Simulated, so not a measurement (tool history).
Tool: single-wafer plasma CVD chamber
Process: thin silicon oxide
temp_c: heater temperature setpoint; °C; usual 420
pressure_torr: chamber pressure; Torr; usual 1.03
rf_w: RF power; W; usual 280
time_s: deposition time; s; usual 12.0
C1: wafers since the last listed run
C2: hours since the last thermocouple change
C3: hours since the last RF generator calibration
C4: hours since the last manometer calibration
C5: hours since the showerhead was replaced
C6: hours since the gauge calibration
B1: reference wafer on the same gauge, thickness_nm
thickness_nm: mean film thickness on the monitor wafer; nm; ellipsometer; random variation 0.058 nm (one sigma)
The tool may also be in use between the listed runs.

Run 1, day 0.000: usual settings but rf_w 290 W; C1 0; C2 1520.7; C3 1415.7; C4 975.3; C5 4261.5; C6 2441.4; B1 26.282. Result: thickness_nm 25.083 nm.
At day 0.542: thermocouple changed; heater temperature recalibrated.
Run 2, day 3.471: usual settings; C1 1005; C2 70.3; C3 1499.0; C4 1058.6; C5 4344.8; C6 2524.7; B1 26.315. Result: thickness_nm 24.726 nm.
Run 3, day 5.879: usual settings but pressure_torr 0.84 Torr; C1 771; C2 128.1; C3 1556.8; C4 1116.4; C5 4402.6; C6 2582.5; B1 26.309. Result: thickness_nm 22.468 nm.
Run 4, day 7.738: usual settings but pressure_torr 0.84 Torr; C1 595; C2 172.7; C3 1601.4; C4 1161.0; C5 4447.2; C6 2627.1; B1 26.317. Result: thickness_nm 22.595 nm.
Run 5, day 10.408: usual settings; C1 856; C2 236.8; C3 1665.5; C4 1225.1; C5 4511.3; C6 2691.2; B1 26.284. Result: thickness_nm 24.675 nm.
Run 6, day 18.962: usual settings; C1 2741; C2 442.1; C3 1870.8; C4 1430.4; C5 4716.6; C6 2896.5; B1 26.301. Result: thickness_nm 24.799 nm.
At day 19.346: RF generator calibrated.
Run 7, day 22.550: usual settings; C1 1043; C2 528.2; C3 76.9; C4 1516.5; C5 4802.7; C6 2982.6; B1 26.315. Result: thickness_nm 25.157 nm.
Run 8, day 26.029: usual settings; C1 1115; C2 611.7; C3 160.4; C4 1600.0; C5 4886.2; C6 3066.1; B1 26.297. Result: thickness_nm 25.149 nm.
Run 9, day 30.529: usual settings; C1 1442; C2 719.7; C3 268.4; C4 1708.0; C5 4994.2; C6 3174.1; B1 26.302. Result: thickness_nm 25.066 nm.
At day 33.921: gauge calibrated.
At day 34.333: capacitance manometer re-zeroed and calibrated.
Run 10, day 34.504: usual settings; C1 1167; C2 815.1; C3 363.8; C4 4.1; C5 5089.6; C6 14.0; B1 26.304. Result: thickness_nm 25.160 nm.
Run 11, day 37.692: usual settings but rf_w 335 W, time_s 11.0 s; C1 1021; C2 891.6; C3 440.3; C4 80.6; C5 5166.1; C6 90.5; B1 26.295. Result: thickness_nm 24.127 nm.
Run 12, day 40.258: usual settings; C1 822; C2 953.2; C3 501.9; C4 142.2; C5 5227.7; C6 152.1; B1 26.283. Result: thickness_nm 25.062 nm.
At day 42.108: showerhead replaced.
Run 13, day 42.388: usual settings but temp_c 433 °C, pressure_torr 0.85 Torr, rf_w 295 W, time_s 12.7 s; C1 575; C2 1004.3; C3 553.0; C4 193.3; C5 6.7; C6 203.2; B1 26.300. Result: thickness_nm 24.251 nm.
Run 14, day 49.917: usual settings but temp_c 426 °C, pressure_torr 0.88 Torr, rf_w 310 W, time_s 11.0 s; C1 2413; C2 1185.0; C3 733.7; C4 374.0; C5 187.4; C6 383.9; B1 26.291. Result: thickness_nm 21.749 nm.
Run 15, day 51.696: usual settings but temp_c 408 °C, time_s 10.8 s; C1 570; C2 1227.7; C3 776.4; C4 416.7; C5 230.1; C6 426.6; B1 26.298. Result: thickness_nm 22.674 nm.
At day 52.429: thermocouple changed; heater temperature recalibrated.
Run 16, day 53.738: usual settings; C1 547; C2 31.4; C3 825.4; C4 465.7; C5 279.1; C6 475.6; B1 26.306. Result: thickness_nm 24.868 nm.
Run 17, day 56.579: usual settings but temp_c 433 °C, time_s 11.2 s; C1 910; C2 99.6; C3 893.6; C4 533.9; C5 347.3; C6 543.8; B1 26.295. Result: thickness_nm 22.960 nm.
Run 18, day 59.283: usual settings; C1 866; C2 164.5; C3 958.5; C4 598.8; C5 412.2; C6 608.7; B1 26.311. Result: thickness_nm 24.941 nm.
Run 19, day 63.650: usual settings; C1 1399; C2 269.3; C3 1063.3; C4 703.6; C5 517.0; C6 713.5; B1 26.305. Result: thickness_nm 24.991 nm.
Run 20, day 67.150: usual settings but temp_c 427 °C, pressure_torr 0.91 Torr, rf_w 300 W, time_s 13.9 s; C1 1121; C2 353.3; C3 1147.3; C4 787.6; C5 601.0; C6 797.5; B1 26.292. Result: thickness_nm 27.652 nm.
Run 21, day 69.233: usual settings but temp_c 430 °C, pressure_torr 1.24 Torr, rf_w 325 W, time_s 10.6 s; C1 667; C2 403.3; C3 1197.3; C4 837.6; C5 651.0; C6 847.5; B1 26.278. Result: thickness_nm 24.678 nm.
Run 22, day 70.733: usual settings but temp_c 429 °C, pressure_torr 1.22 Torr, rf_w 295 W, time_s 14.0 s; C1 480; C2 439.3; C3 1233.3; C4 873.6; C5 687.0; C6 883.5; B1 26.303. Result: thickness_nm 31.476 nm.
Run 23, day 74.804: usual settings; C1 1304; C2 537.0; C3 1331.0; C4 971.3; C5 784.7; C6 981.2; B1 26.336. Result: thickness_nm 24.869 nm.
Run 24, day 79.158: usual settings but pressure_torr 1.25 Torr, time_s 10.2 s; C1 1395; C2 641.5; C3 1435.5; C4 1075.8; C5 889.2; C6 1085.7; B1 26.301. Result: thickness_nm 23.028 nm.
Run 25, day 80.671: usual settings but rf_w 250 W, time_s 13.7 s; C1 484; C2 677.8; C3 1471.8; C4 1112.1; C5 925.5; C6 1122.0; B1 26.288. Result: thickness_nm 27.384 nm.
Run 26, day 83.275: usual settings but temp_c 407 °C, time_s 9.6 s; C1 834; C2 740.3; C3 1534.3; C4 1174.6; C5 988.0; C6 1184.5; B1 26.298. Result: thickness_nm 20.039 nm.
Run 27, day 86.954: usual settings but time_s 10.4 s; C1 1179; C2 828.6; C3 1622.6; C4 1262.9; C5 1076.3; C6 1272.8; B1 26.296. Result: thickness_nm 21.550 nm.
Run 28, day 88.921: usual settings but temp_c 406 °C, pressure_torr 0.90 Torr; C1 630; C2 875.8; C3 1669.8; C4 1310.1; C5 1123.5; C6 1320.0; B1 26.300. Result: thickness_nm 23.529 nm.

Forecast each of these 4 alternatives for the next run:
Run A, day 88.938: usual settings but pressure_torr 0.83 Torr; C1 5; C2 876.2; C3 1670.2; C4 1310.5; C5 1123.9; C6 1320.4; B1 ?. Result: thickness_nm ?.
Run B, day 88.938: usual settings but rf_w 330 W; C1 5; C2 876.2; C3 1670.2; C4 1310.5; C5 1123.9; C6 1320.4; B1 ?. Result: thickness_nm ?.
Run C, day 88.938: usual settings but pressure_torr 1.11 Torr, time_s 10.5 s; C1 5; C2 876.2; C3 1670.2; C4 1310.5; C5 1123.9; C6 1320.4; B1 ?. Result: thickness_nm ?.
Run D, day 88.938: usual settings but temp_c 409 °C, pressure_torr 0.85 Torr, rf_w 315 W; C1 5; C2 876.2; C3 1670.2; C4 1310.5; C5 1123.9; C6 1320.4; B1 ?. Result: thickness_nm ?.

run      B1  thickness_nm
  A  26.315        22.301
  B  26.315        25.866
  C  26.315        22.348
  D  26.315        23.505
Without the tool's hidden state the same runs would have given:
run  thickness_nm
  A        22.755
  B        26.357
  C        22.803
  D        23.970

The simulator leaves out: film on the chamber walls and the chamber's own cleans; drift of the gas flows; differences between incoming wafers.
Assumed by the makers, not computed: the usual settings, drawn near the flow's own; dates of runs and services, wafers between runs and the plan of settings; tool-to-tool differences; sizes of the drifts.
